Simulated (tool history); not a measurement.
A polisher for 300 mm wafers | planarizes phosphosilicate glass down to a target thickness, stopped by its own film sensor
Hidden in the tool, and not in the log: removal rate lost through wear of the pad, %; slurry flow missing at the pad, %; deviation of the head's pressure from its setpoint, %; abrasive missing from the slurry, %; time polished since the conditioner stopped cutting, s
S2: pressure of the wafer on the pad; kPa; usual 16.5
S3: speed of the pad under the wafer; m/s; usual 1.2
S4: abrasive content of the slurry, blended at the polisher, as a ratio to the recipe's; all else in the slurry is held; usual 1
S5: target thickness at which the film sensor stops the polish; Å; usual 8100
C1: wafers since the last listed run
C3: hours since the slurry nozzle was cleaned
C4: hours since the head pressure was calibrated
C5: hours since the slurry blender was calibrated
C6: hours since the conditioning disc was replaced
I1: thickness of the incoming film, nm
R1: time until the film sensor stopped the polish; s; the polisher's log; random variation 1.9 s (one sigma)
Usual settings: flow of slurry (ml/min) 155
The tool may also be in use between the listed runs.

run 1 hour=0 | flow_of_slurry_(ml/min)=155 S2=16.5 S3=1.2 S4=0.75 S5=8100 | C1=0 wafers_polished_on_this_pad=217 C3=154.1 C4=1224 C5=90.5 C6=28.7 | I1=1681.5 | R1=189
run 2 hour=7.4 | flow_of_slurry_(ml/min)=155 S2=16.5 S3=1.2 S4=0.75 S5=8100 | C1=51 wafers_polished_on_this_pad=269 C3=161.5 C4=1231.4 C5=97.9 C6=36.1 | I1=1665.9 | R1=188.4
run 3 hour=21 | flow_of_slurry_(ml/min)=155 S2=16.5 S3=1.2 S4=0.75 S5=8100 | C1=95 wafers_polished_on_this_pad=364 C3=175.1 C4=1245 C5=111.5 C6=49.7 | I1=1640.2 | R1=182.3
run 4 hour=34.4 | flow_of_slurry_(ml/min)=155 S2=16.5 S3=1.2 S4=1 S5=8100 | C1=93 wafers_polished_on_this_pad=458 C3=188.5 C4=1258.4 C5=124.9 C6=63.1 | I1=1643.2 | R1=147.6
run 5 hour=63 | flow_of_slurry_(ml/min)=155 S2=16.5 S3=1.2 S4=1 S5=8100 | C1=200 wafers_polished_on_this_pad=659 C3=217.1 C4=1287 C5=153.5 C6=91.7 | I1=1661.4 | R1=152.2
run 6 hour=74.6 | flow_of_slurry_(ml/min)=155 S2=16.5 S3=1.2 S4=1 S5=6040 | C1=81 wafers_polished_on_this_pad=740 C3=228.7 C4=1298.6 C5=165.1 C6=103.3 | I1=1636 | R1=186.9
-- hour=83.1 worn pad replaced by a new one
run 7 hour=87.5 | flow_of_slurry_(ml/min)=155 S2=16.5 S3=1.2 S4=1 S5=8100 | C1=62 wafers_polished_on_this_pad=31 C3=241.6 C4=1311.5 C5=178 C6=116.2 | I1=1660.3 | R1=150.3
run 8 hour=98.2 | flow_of_slurry_(ml/min)=155 S2=16.5 S3=1.2 S4=1 S5=8100 | C1=75 wafers_polished_on_this_pad=106 C3=252.3 C4=1322.2 C5=188.7 C6=126.9 | I1=1661.7 | R1=151.8
-- hour=107.6 slurry nozzle cleaned
run 9 hour=115.2 | flow_of_slurry_(ml/min)=155 S2=16.5 S3=1.2 S4=1 S5=8100 | C1=112 wafers_polished_on_this_pad=218 C3=7.6 C4=1339.2 C5=205.7 C6=143.9 | I1=1665.8 | R1=152.7
run 10 hour=121.8 | flow_of_slurry_(ml/min)=155 S2=16.5 S3=1.36 S4=1 S5=8100 | C1=46 wafers_polished_on_this_pad=264 C3=14.2 C4=1345.8 C5=212.3 C6=150.5 | I1=1632.6 | R1=138.1
run 11 hour=136 | flow_of_slurry_(ml/min)=155 S2=16.5 S3=1.36 S4=1 S5=8100 | C1=99 wafers_polished_on_this_pad=364 C3=28.4 C4=1360 C5=226.5 C6=164.7 | I1=1697.4 | R1=145.7
-- hour=144.4 conditioning disc replaced and pad reconditioned
run 12 hour=148.2 | flow_of_slurry_(ml/min)=155 S2=16.5 S3=1.56 S4=1 S5=5740 | C1=71 wafers_polished_on_this_pad=435 C3=40.6 C4=1372.2 C5=238.7 C6=3.8 | I1=1637.6 | R1=141.3
run 13 hour=160.5 | flow_of_slurry_(ml/min)=155 S2=20.7 S3=1.58 S4=1.2 S5=10260 | C1=86 wafers_polished_on_this_pad=522 C3=52.9 C4=1384.5 C5=251 C6=16.1 | I1=1634.3 | R1=63.7
run 14 hour=175.8 | flow_of_slurry_(ml/min)=155 S2=16.5 S3=1.2 S4=0.9 S5=8100 | C1=107 wafers_polished_on_this_pad=629 C3=68.2 C4=1399.8 C5=266.3 C6=31.4 | I1=1668.1 | R1=156.3
-- hour=180.6 slurry blender recalibrated
-- hour=187.7 worn pad replaced by a new one
run 15 hour=188.2 | flow_of_slurry_(ml/min)=155 S2=16.5 S3=1.32 S4=1.1 S5=8100 | C1=44 wafers_polished_on_this_pad=3 C3=80.6 C4=1412.2 C5=7.6 C6=43.8 | I1=1669.7 | R1=129.3
run 16 hour=197.6 | flow_of_slurry_(ml/min)=155 S2=16.5 S3=1.2 S4=1 S5=8100 | C1=65 wafers_polished_on_this_pad=69 C3=90 C4=1421.6 C5=17 C6=53.2 | I1=1650.4 | R1=146.2
run 17 hour=207.4 | flow_of_slurry_(ml/min)=155 S2=16.5 S3=1.2 S4=1 S5=8100 | C1=68 wafers_polished_on_this_pad=138 C3=99.8 C4=1431.4 C5=26.8 C6=63 | I1=1675.1 | R1=148.6
-- hour=213.6 head pressure recalibrated
run 18 hour=214.1 | flow_of_slurry_(ml/min)=155 S2=16.5 S3=1.2 S4=1 S5=8100 | C1=32 wafers_polished_on_this_pad=171 C3=106.5 C4=0.5 C5=33.5 C6=69.7 | I1=1676 | R1=153.2
run 19 hour=221.9 | flow_of_slurry_(ml/min)=210 S2=16.5 S3=1.2 S4=1.1 S5=8100 | C1=54 wafers_polished_on_this_pad=225 C3=114.3 C4=8.3 C5=41.3 C6=77.5 | I1=1674.8 | R1=139.4
run 20 hour=236.1 | flow_of_slurry_(ml/min)=105 S2=20 S3=1.38 S4=1.25 S5=8100 | C1=99 wafers_polished_on_this_pad=325 C3=128.5 C4=22.5 C5=55.5 C6=91.7 | I1=1668.1 | R1=116.1
run 21 hour=252.4 | flow_of_slurry_(ml/min)=155 S2=16.5 S3=1.2 S4=1 S5=8100 | C1=114 wafers_polished_on_this_pad=439 C3=144.8 C4=38.8 C5=71.8 C6=108 | I1=1658.8 | R1=150
run 22 hour=268.5 | flow_of_slurry_(ml/min)=120 S2=13.1 S3=0.82 S4=1.25 S5=8100 | C1=112 wafers_polished_on_this_pad=552 C3=160.9 C4=54.9 C5=87.9 C6=124.1 | I1=1624.3 | R1=193

Hidden state or all else? Some run-to-run changes of R1, split into what the settings, what came in and random variation would give without the hidden state, and what is left for the hidden state (with any gauge scatter that isn't in both results):
Run 11 -> 12: S3 1.36 -> 1.56, S5 8100 -> 5740, conditioning disc replaced and pad reconditioned. R1 -4.4 s: hidden state -17.8, all else +13.4.
Run 12 -> 13: S2 16.5 -> 20.7, S3 1.56 -> 1.58, S4 1 -> 1.2, S5 5740 -> 10260. R1 -77.6 s: hidden state +0.9, all else -78.5.
Run 13 -> 14: S2 20.7 -> 16.5, S3 1.58 -> 1.2, S4 1.2 -> 0.9, S5 10260 -> 8100. R1 +92.6 s: hidden state +7, all else +85.6.
